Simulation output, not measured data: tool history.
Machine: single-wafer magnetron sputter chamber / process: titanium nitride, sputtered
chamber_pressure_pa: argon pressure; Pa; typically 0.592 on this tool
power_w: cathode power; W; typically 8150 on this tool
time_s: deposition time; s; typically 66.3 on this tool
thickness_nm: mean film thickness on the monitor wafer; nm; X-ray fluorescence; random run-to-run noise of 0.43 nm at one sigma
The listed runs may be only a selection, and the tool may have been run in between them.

run	day	chamber_pressure_pa	power_w	time_s	read-back reference wafer on the same gauge, thickness_nm	thickness_nm
1	0	0.592	8150	66.3	119.134	96.8
# day 0.338: sputter target and shields replaced
2	2.112	0.543	8150	57.5	119.103	88.805
3	4.212	0.543	8150	57.5	118.732	88.113
4	5.929	0.592	8150	75	119.125	112.711
5	8.238	0.592	8150	75	118.776	111.493
# day 12.112: sputter target and shields replaced
6	14.767	0.592	8150	66.3	118.944	101.016
7	15.938	0.76	9200	66.3	118.995	108.095
8	21.142	0.76	9200	66.3	119.181	106.157
# day 23.046: sputter target and shields replaced
9	23.508	0.592	8150	66.3	119.008	100.333
10	25.138	0.592	6950	66.3	118.925	85.852
11	27.012	0.592	6950	66.3	118.939	85.18
12	28.221	0.592	8150	66.3	118.957	100.215
13	30.642	0.728	6550	53.4	119.095	61.924
# day 31.104: capacitance manometer re-zeroed and calibrated
14	32.229	0.592	8150	66.3	119.064	97.753
# day 32.579: gauge calibrated
# day 33.288: sputter target and shields replaced
15	34.029	0.592	6950	66.3	119.186	86.36
16	35.842	0.592	8150	78.7	118.848	120.629
17	37.592	0.742	8150	58	118.853	84.502
18	39.604	0.737	6100	66.3	118.924	72.217
19	42.179	0.689	7650	66.3	119.12	89.549
# day 43.321: magnet pack replaced
# day 44.675: sputter target and shields replaced
20	48.383	0.592	8150	66.3	118.915	100.823
21	50.608	0.478	6700	59.4	118.949	76.615
22	53.233	0.592	8150	66.3	118.977	99.156
23	54.446	0.592	9850	57.8	118.93	103.298
# day 56.233: sputter target and shields replaced
24	56.962	0.592	8150	66.3	118.933	101.572
25	59.375	0.592	6400	66.3	118.84	79.233

3 options for the next run, each taken on its own from the tool as it stands now. Forecast them:
A	59.392	0.592	8150	66.3	?	?
B	59.392	0.458	10000	66.3	?	?
C	59.392	0.416	6800	58.1	?	?

run	read-back reference wafer on the same gauge, thickness_nm	thickness_nm
A	119.128	100.892
B	119.128	129.12
C	119.128	77.976
With the hidden condition removed and each run's random variation left untouched, the same runs would have given:
run	thickness_nm
A	101.322
B	129.671
C	78.309

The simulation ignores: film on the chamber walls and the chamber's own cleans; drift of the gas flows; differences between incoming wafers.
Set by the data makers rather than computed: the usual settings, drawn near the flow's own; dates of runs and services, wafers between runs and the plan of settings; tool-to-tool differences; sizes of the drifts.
